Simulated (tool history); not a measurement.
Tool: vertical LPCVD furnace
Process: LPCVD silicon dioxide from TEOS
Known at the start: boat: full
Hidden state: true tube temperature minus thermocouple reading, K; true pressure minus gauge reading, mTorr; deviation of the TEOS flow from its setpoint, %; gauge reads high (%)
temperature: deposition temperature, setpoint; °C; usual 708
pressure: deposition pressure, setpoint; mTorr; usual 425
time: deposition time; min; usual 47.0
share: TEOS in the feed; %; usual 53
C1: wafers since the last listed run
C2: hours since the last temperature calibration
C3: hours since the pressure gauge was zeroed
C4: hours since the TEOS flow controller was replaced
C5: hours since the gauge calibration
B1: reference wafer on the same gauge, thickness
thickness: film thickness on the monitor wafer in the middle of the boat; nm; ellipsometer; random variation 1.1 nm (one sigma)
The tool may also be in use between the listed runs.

run 1 day=0.000 | temperature=705 pressure=425 time=47.0 share=53 | C1=0 C2=4873.2 C3=1403.1 C4=2565.5 C5=1157.6 | B1=414.94 | thickness=480.92
run 2 day=1.221 | temperature=708 pressure=425 time=47.0 share=53 | C1=378 C2=4902.5 C3=1432.4 C4=2594.8 C5=1186.9 | B1=415.35 | thickness=517.35
run 3 day=2.733 | temperature=708 pressure=425 time=47.0 share=53 | C1=468 C2=4938.8 C3=1468.7 C4=2631.1 C5=1223.2 | B1=415.04 | thickness=516.99
run 4 day=4.354 | temperature=708 pressure=425 time=47.0 share=53 | C1=502 C2=4977.7 C3=1507.6 C4=2670.0 C5=1262.1 | B1=415.05 | thickness=517.26
run 5 day=11.462 | temperature=708 pressure=425 time=47.0 share=53 | C1=2203 C2=5148.3 C3=1678.2 C4=2840.6 C5=1432.7 | B1=414.89 | thickness=515.73
run 6 day=13.438 | temperature=708 pressure=425 time=47.0 share=53 | C1=612 C2=5195.7 C3=1725.6 C4=2888.0 C5=1480.1 | B1=414.96 | thickness=516.60
run 7 day=15.346 | temperature=708 pressure=425 time=47.0 share=53 | C1=591 C2=5241.5 C3=1771.4 C4=2933.8 C5=1525.9 | B1=414.86 | thickness=518.27
-- day=17.796 pressure gauge zeroed
run 8 day=18.175 | temperature=708 pressure=425 time=47.0 share=53 | C1=566 C2=5309.4 C3=9.1 C4=3001.7 C5=1593.8 | B1=415.00 | thickness=519.97
-- day=18.304 gauge calibrated
run 9 day=20.667 | temperature=708 pressure=425 time=47.0 share=53 | C1=772 C2=5369.2 C3=68.9 C4=3061.5 C5=56.7 | B1=414.71 | thickness=520.59
-- day=22.258 thermocouples replaced and temperature profile calibrated
run 10 day=23.358 | temperature=708 pressure=425 time=47.0 share=53 | C1=524 C2=26.4 C3=133.5 C4=3126.1 C5=121.3 | B1=414.96 | thickness=474.24
run 11 day=24.654 | temperature=708 pressure=425 time=47.0 share=53 | C1=401 C2=57.5 C3=164.6 C4=3157.2 C5=152.4 | B1=415.09 | thickness=473.67
run 12 day=27.429 | temperature=708 pressure=425 time=47.0 share=53 | C1=860 C2=124.1 C3=231.2 C4=3223.8 C5=219.0 | B1=415.02 | thickness=472.80
run 13 day=31.300 | temperature=708 pressure=425 time=47.0 share=53 | C1=1199 C2=217.0 C3=324.1 C4=3316.7 C5=311.9 | B1=414.86 | thickness=474.03
run 14 day=32.692 | temperature=698 pressure=340 time=34.0 share=53 | C1=431 C2=250.4 C3=357.5 C4=3350.1 C5=345.3 | B1=415.00 | thickness=243.86
run 15 day=34.246 | temperature=708 pressure=490 time=47.0 share=63 | C1=481 C2=287.7 C3=394.8 C4=3387.4 C5=382.6 | B1=414.86 | thickness=558.48
run 16 day=36.958 | temperature=708 pressure=495 time=33.0 share=53 | C1=840 C2=352.8 C3=459.9 C4=3452.5 C5=447.7 | B1=414.97 | thickness=360.98
run 17 day=39.662 | temperature=708 pressure=425 time=47.0 share=46 | C1=838 C2=417.7 C3=524.8 C4=3517.4 C5=512.6 | B1=415.21 | thickness=443.26
run 18 day=40.917 | temperature=708 pressure=425 time=47.0 share=53 | C1=388 C2=447.8 C3=554.9 C4=3547.5 C5=542.7 | B1=414.92 | thickness=477.71
run 19 day=42.475 | temperature=708 pressure=425 time=36.0 share=53 | C1=483 C2=485.2 C3=592.3 C4=3584.9 C5=580.1 | B1=415.17 | thickness=365.08
run 20 day=44.488 | temperature=708 pressure=425 time=47.0 share=53 | C1=623 C2=533.5 C3=640.6 C4=3633.2 C5=628.4 | B1=415.08 | thickness=477.20
-- day=45.504 TEOS flow controller replaced
run 21 day=46.908 | temperature=708 pressure=490 time=47.0 share=63 | C1=440 C2=591.6 C3=698.7 C4=33.7 C5=686.5 | B1=414.99 | thickness=560.52
run 22 day=49.117 | temperature=714 pressure=425 time=60.0 share=63 | C1=684 C2=644.6 C3=751.7 C4=86.7 C5=739.5 | B1=415.20 | thickness=761.07
run 23 day=50.300 | temperature=712 pressure=400 time=47.0 share=56 | C1=366 C2=673.0 C3=780.1 C4=115.1 C5=767.9 | B1=415.06 | thickness=522.18
run 24 day=52.771 | temperature=708 pressure=425 time=47.0 share=53 | C1=765 C2=732.3 C3=839.4 C4=174.4 C5=827.2 | B1=414.96 | thickness=478.63
run 25 day=53.925 | temperature=716 pressure=460 time=29.5 share=49 | C1=357 C2=760.0 C3=867.1 C4=202.1 C5=854.9 | B1=414.94 | thickness=360.75
run 26 day=59.271 | temperature=708 pressure=425 time=33.0 share=53 | C1=1656 C2=888.3 C3=995.4 C4=330.4 C5=983.2 | B1=415.35 | thickness=337.97

Forecast each of these 5 alternatives for the next run:
run A day=59.488 | temperature=708 pressure=425 time=47.0 share=53 | C1=67 C2=893.5 C3=1000.6 C4=335.6 C5=988.4 | B1=? | thickness=?
run B day=59.488 | temperature=696 pressure=460 time=37.5 share=49 | C1=67 C2=893.5 C3=1000.6 C4=335.6 C5=988.4 | B1=? | thickness=?
run C day=59.488 | temperature=708 pressure=425 time=53.0 share=53 | C1=67 C2=893.5 C3=1000.6 C4=335.6 C5=988.4 | B1=? | thickness=?
run D day=59.488 | temperature=708 pressure=395 time=56.0 share=53 | C1=67 C2=893.5 C3=1000.6 C4=335.6 C5=988.4 | B1=? | thickness=?
run E day=59.488 | temperature=712 pressure=530 time=47.0 share=48 | C1=67 C2=893.5 C3=1000.6 C4=335.6 C5=988.4 | B1=? | thickness=?

run=A B1=415.35 thickness=480.62
run=B B1=415.35 thickness=290.63
run=C B1=415.35 thickness=541.97
run=D B1=415.35 thickness=552.07
run=E B1=415.35 thickness=559.42
Without the tool's hidden state the same runs would have given:
run=A thickness=472.54
run=B thickness=285.63
run=C thickness=532.86
run=D thickness=542.79
run=E thickness=550.10

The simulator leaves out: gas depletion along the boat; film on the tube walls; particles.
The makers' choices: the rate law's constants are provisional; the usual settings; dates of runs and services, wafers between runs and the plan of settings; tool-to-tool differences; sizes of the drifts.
